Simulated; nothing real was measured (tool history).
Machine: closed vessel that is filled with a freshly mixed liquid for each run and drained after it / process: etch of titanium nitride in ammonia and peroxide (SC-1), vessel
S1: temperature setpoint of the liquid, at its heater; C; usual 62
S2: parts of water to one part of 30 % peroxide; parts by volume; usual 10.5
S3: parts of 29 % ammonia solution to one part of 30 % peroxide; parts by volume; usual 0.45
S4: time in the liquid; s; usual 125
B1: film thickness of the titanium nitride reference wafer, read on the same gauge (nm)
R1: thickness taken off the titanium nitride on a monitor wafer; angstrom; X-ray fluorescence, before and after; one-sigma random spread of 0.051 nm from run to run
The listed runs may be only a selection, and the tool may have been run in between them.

Run 1, hour 0: usual settings; B1 70.02. Result: R1 120.7 angstrom.
Run 2, hour 52.8: usual settings; B1 70. Result: R1 119.9 angstrom.
Run 3, hour 89.7: usual settings; B1 70. Result: R1 119.6 angstrom.
Run 4, hour 141.1: usual settings but S2 7 parts by volume, S3 0.55 parts by volume; B1 69.98. Result: R1 154.5 angstrom.
Run 5, hour 173.2: usual settings but S1 52.5 C, S2 9 parts by volume; B1 69.97. Result: R1 68.7 angstrom.
At hour 216.7: new drum of ammonia solution connected.
Run 6, hour 217.2: usual settings; B1 70. Result: R1 120.4 angstrom.
Run 7, hour 254.7: usual settings but S2 12 parts by volume, S3 0.6 parts by volume; B1 69.99. Result: R1 117.5 angstrom.
Run 8, hour 309.6: usual settings but S3 0.55 parts by volume; B1 70.05. Result: R1 123.9 angstrom.
Run 9, hour 335: usual settings but S2 8.5 parts by volume, S3 0.4 parts by volume; B1 70.01. Result: R1 130.8 angstrom.
Run 10, hour 511.4: usual settings but S1 54 C, S4 180 s; B1 69.99. Result: R1 100.3 angstrom.
Run 11, hour 571.4: usual settings but S1 65 C, S4 175 s; B1 70.04. Result: R1 201.2 angstrom.
Run 12, hour 632.8: usual settings but S1 67 C, S2 6.5 parts by volume; B1 70. Result: R1 207.4 angstrom.
At hour 684.6: new drum of ammonia solution connected.
Run 13, hour 685: usual settings but S2 13.5 parts by volume, S4 155 s; B1 70.02. Result: R1 127.8 angstrom.
Run 14, hour 719.3: usual settings; B1 69.97. Result: R1 118.1 angstrom.
At hour 819.7: thermometer replaced.
Run 15, hour 879.9: usual settings but S1 52.5 C, S3 0.4 parts by volume; B1 70.05. Result: R1 62.9 angstrom.
Run 16, hour 912.9: usual settings; B1 70.02. Result: R1 121.5 angstrom.
Run 17, hour 960.7: usual settings but S2 15.5 parts by volume, S3 0.4 parts by volume; B1 70.01. Result: R1 96.4 angstrom.
Run 18, hour 990.7: usual settings; B1 69.95. Result: R1 122.3 angstrom.
At hour 1037.4: gauge calibrated.
At hour 1038.3: ammonia flow meter replaced.
Run 19, hour 1051.9: usual settings; B1 69.98. Result: R1 120.8 angstrom.
Run 20, hour 1086.7: usual settings but S1 66 C, S4 180 s; B1 69.97. Result: R1 225.3 angstrom.
Run 21, hour 1135.1: usual settings but S1 67.5 C, S2 8 parts by volume, S3 0.4 parts by volume, S4 50 s; B1 70.01. Result: R1 77.3 angstrom.
Run 22, hour 1169: usual settings but S2 7 parts by volume; B1 70.02. Result: R1 148.1 angstrom.
At hour 1206.3: new drum of ammonia solution connected.
Run 23, hour 1211.4: usual settings but S1 58 C; B1 70.01. Result: R1 92.8 angstrom.
Run 24, hour 1242.4: usual settings but S1 66 C, S2 7.5 parts by volume, S3 0.5 parts by volume, S4 165 s; B1 69.97. Result: R1 247.4 angstrom.
Run 25, hour 1304.8: usual settings; B1 70.03. Result: R1 119.7 angstrom.
Run 26, hour 1469.8: usual settings but S1 68 C, S3 0.4 parts by volume; B1 70.01. Result: R1 170.9 angstrom.
Run 27, hour 1640.2: usual settings but S3 0.5 parts by volume, S4 100 s; B1 70.02. Result: R1 96.8 angstrom.

4 options for the next run, each taken on its own from the tool as it stands now. Forecast them:
Run A, hour 1640.9: usual settings; B1 ?. Result: R1 ?.
Run B, hour 1640.9: usual settings but S2 8.5 parts by volume, S4 75 s; B1 ?. Result: R1 ?.
Run C, hour 1640.9: usual settings but S1 70 C, S2 8 parts by volume, S4 145 s; B1 ?. Result: R1 ?.
Run D, hour 1640.9: usual settings but S2 14.5 parts by volume; B1 ?. Result: R1 ?.

run  B1     R1
  A  70  118.5
  B  70   79.4
  C  70  262.9
  D  70   99.7
Without the tool's hidden state the same runs would have given:
run     R1
  A  122.2
  B   81.8
  C  270.7
  D  102.8
